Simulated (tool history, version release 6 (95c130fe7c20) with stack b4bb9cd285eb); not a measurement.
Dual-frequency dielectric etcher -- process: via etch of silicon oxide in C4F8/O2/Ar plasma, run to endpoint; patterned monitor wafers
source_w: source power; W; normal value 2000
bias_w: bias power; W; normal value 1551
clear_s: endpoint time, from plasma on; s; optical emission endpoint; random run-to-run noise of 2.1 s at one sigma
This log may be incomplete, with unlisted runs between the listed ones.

run	day	source_w	bias_w	incoming incoming film thickness, nm	clear_s
1	0.000	2000	1551	1460.4	303.0
2	0.829	2000	1551	1461.0	306.3
3	1.996	2000	1551	1472.5	304.8
4	2.492	2000	1551	1460.1	297.5
5	3.171	2000	1307	1479.0	322.6
6	4.296	2000	1307	1468.4	323.8
7	4.858	2000	1307	1461.3	324.1
8	5.354	2000	1820	1464.3	285.0
9	6.700	1550	1385	1453.4	375.0
10	6.717	1540	1182	1446.3	399.7
11	7.025	2000	1888	1458.0	279.5
12	7.367	1820	1551	1462.0	322.2
13	8.067	1790	1551	1446.0	320.7
14	8.329	1640	1333	1451.9	365.5
15	8.846	2000	1551	1468.3	302.6

Taken out of this log: 4 entries between the listed runs. Where each belongs, and how the hidden state differs across it:
From run 6 to run 7: source power generator calibrated (day 4.704)
  no hidden state differs between the two runs
From run 8 to run 9: upper electrode replaced (day 6.479); wet clean of the chamber (day 6.604); bias power generator calibrated (day 6.679)
  no hidden state differs between the two runs
